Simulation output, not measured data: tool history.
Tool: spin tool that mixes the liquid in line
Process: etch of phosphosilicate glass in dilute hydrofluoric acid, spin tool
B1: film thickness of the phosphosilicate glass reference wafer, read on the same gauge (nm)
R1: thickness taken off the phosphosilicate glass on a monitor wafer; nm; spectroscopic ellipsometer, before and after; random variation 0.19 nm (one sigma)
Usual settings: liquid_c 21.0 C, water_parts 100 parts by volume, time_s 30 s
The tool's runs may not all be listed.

run 1 hour=0.0 | liquid_c=21.0 water_parts=100 time_s=30 | B1=60.01 | R1=35.14
run 2 hour=32.0 | liquid_c=21.0 water_parts=100 time_s=30 | B1=59.97 | R1=35.06
run 3 hour=51.7 | liquid_c=21.0 water_parts=100 time_s=30 | B1=60.02 | R1=35.19
run 4 hour=85.8 | liquid_c=21.0 water_parts=100 time_s=30 | B1=59.99 | R1=35.04
-- hour=111.7 thermometer replaced
run 5 hour=116.4 | liquid_c=21.0 water_parts=100 time_s=30 | B1=60.00 | R1=35.28
run 6 hour=144.2 | liquid_c=21.0 water_parts=125 time_s=30 | B1=60.00 | R1=27.00
run 7 hour=171.6 | liquid_c=21.0 water_parts=125 time_s=30 | B1=59.99 | R1=27.28
run 8 hour=200.8 | liquid_c=21.0 water_parts=100 time_s=30 | B1=59.98 | R1=34.85
run 9 hour=220.3 | liquid_c=21.0 water_parts=100 time_s=35 | B1=60.00 | R1=40.86
run 10 hour=289.4 | liquid_c=21.0 water_parts=100 time_s=35 | B1=60.01 | R1=40.68
run 11 hour=303.9 | liquid_c=21.0 water_parts=100 time_s=30 | B1=60.01 | R1=34.85
run 12 hour=325.5 | liquid_c=21.0 water_parts=100 time_s=30 | B1=60.01 | R1=34.91
-- hour=332.9 gauge calibrated
run 13 hour=355.7 | liquid_c=25.5 water_parts=100 time_s=15 | B1=60.00 | R1=21.00
run 14 hour=379.6 | liquid_c=24.0 water_parts=135 time_s=15 | B1=60.00 | R1=13.99
run 15 hour=413.0 | liquid_c=26.0 water_parts=120 time_s=20 | B1=59.97 | R1=23.28
run 16 hour=437.0 | liquid_c=18.5 water_parts=100 time_s=15 | B1=60.02 | R1=15.77
-- hour=465.4 hydrofluoric acid flow meter replaced
run 17 hour=469.4 | liquid_c=21.0 water_parts=100 time_s=30 | B1=60.03 | R1=35.00
run 18 hour=541.9 | liquid_c=21.0 water_parts=100 time_s=30 | B1=60.02 | R1=35.16
run 19 hour=570.1 | liquid_c=21.0 water_parts=100 time_s=30 | B1=60.00 | R1=34.88
run 20 hour=585.9 | liquid_c=18.5 water_parts=100 time_s=15 | B1=60.00 | R1=15.76
run 21 hour=613.0 | liquid_c=18.5 water_parts=65 time_s=30 | B1=59.99 | R1=50.20
run 22 hour=642.3 | liquid_c=24.0 water_parts=100 time_s=30 | B1=60.00 | R1=39.57
run 23 hour=657.7 | liquid_c=24.5 water_parts=100 time_s=30 | B1=60.00 | R1=40.30
run 24 hour=674.2 | liquid_c=21.0 water_parts=100 time_s=30 | B1=59.99 | R1=35.06
run 25 hour=692.8 | liquid_c=25.0 water_parts=100 time_s=30 | B1=60.01 | R1=41.24
run 26 hour=762.1 | liquid_c=21.0 water_parts=100 time_s=30 | B1=59.99 | R1=35.12
run 27 hour=789.4 | liquid_c=19.0 water_parts=150 time_s=30 | B1=60.00 | R1=20.34
run 28 hour=805.4 | liquid_c=21.0 water_parts=75 time_s=35 | B1=59.99 | R1=56.49
run 29 hour=820.1 | liquid_c=21.0 water_parts=100 time_s=40 | B1=60.01 | R1=46.87
run 30 hour=842.0 | liquid_c=25.0 water_parts=145 time_s=40 | B1=60.01 | R1=35.77
run 31 hour=870.5 | liquid_c=21.0 water_parts=120 time_s=40 | B1=59.99 | R1=38.09
run 32 hour=885.0 | liquid_c=21.0 water_parts=100 time_s=30 | B1=60.01 | R1=34.87
run 33 hour=898.9 | liquid_c=21.0 water_parts=140 time_s=30 | B1=59.97 | R1=23.86
run 34 hour=914.7 | liquid_c=17.0 water_parts=60 time_s=40 | B1=59.99 | R1=69.11

Forecast each of these 3 alternatives for the next run:
run A hour=915.1 | liquid_c=21.0 water_parts=100 time_s=30 | B1=? | R1=?
run B hour=915.1 | liquid_c=18.5 water_parts=80 time_s=15 | B1=? | R1=?
run C hour=915.1 | liquid_c=17.0 water_parts=100 time_s=30 | B1=? | R1=?

run=A B1=59.99 R1=35.03
run=B B1=59.99 R1=20.19
run=C B1=59.99 R1=29.68
Without the tool's hidden state the same runs would have given:
run=A R1=35.03
run=B R1=20.19
run=C R1=29.68
